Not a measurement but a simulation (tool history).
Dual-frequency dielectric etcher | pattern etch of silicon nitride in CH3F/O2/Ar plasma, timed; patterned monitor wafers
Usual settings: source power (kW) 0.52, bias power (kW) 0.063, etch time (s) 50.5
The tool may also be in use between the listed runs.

run,hour,source power (kW),bias power (kW),etch time (s),"read-back reference wafer on the same gauge, depth_nm",mean etch depth across the wafer (angstrom)
1,0,0.52,0.063,50.5,38.82,381
2,14.9,0.52,0.063,50.5,38.81,381.6
3,45.6,0.52,0.063,50.5,38.8,380.1
4,71.5,0.52,0.063,50.5,38.76,383.4
5,104,0.52,0.063,50.5,38.75,380.6
6,129.2,0.52,0.068,50.5,38.85,390.5
7,158.8,0.52,0.068,50.5,38.82,390.4
8,178.7,0.52,0.055,50.5,38.79,362.9
9,208.8,0.52,0.055,50.5,38.8,364
10,227.2,0.52,0.056,50.5,38.77,365.8
11,254.2,0.52,0.056,50.5,38.8,365.4
# hour 263.8: gauge calibrated
12,282.3,0.52,0.056,50.5,38.86,365.5
# hour 323.5: wet clean of the chamber
13,324,0.52,0.063,50.5,38.78,380.7
# hour 332.2: source power generator calibrated
14,332.6,0.42,0.053,59.5,38.77,398.6
15,361,0.52,0.063,50.5,38.79,379.4
16,447.8,0.57,0.052,55.5,38.86,402.6
17,464.5,0.52,0.063,50.5,38.81,381.4
# hour 498.4: bias power generator calibrated
18,498.9,0.52,0.053,38.5,38.77,272.3
19,518.1,0.42,0.053,46,38.8,306.3
20,566.5,0.52,0.078,46.5,38.79,377.7
# hour 636.6: upper electrode replaced
21,643.1,0.52,0.079,50.5,38.77,412.4
22,712.8,0.59,0.075,42,38.81,349.5
# hour 723.6: gauge calibrated
23,738.4,0.52,0.055,50.5,38.8,363.7
24,767.2,0.52,0.063,50.5,38.76,381
25,803.1,0.65,0.063,42,38.8,339.3
26,822.6,0.58,0.052,36.5,38.85,265.9

The tool's hidden state at each run:
etch rate over this chamber's usual, %: 0 in every run
source power that arrives over what is set, %: 0 in every run
bias power that arrives over what is set, %: 0 in every run
gauge reads high (%): 0 in every run
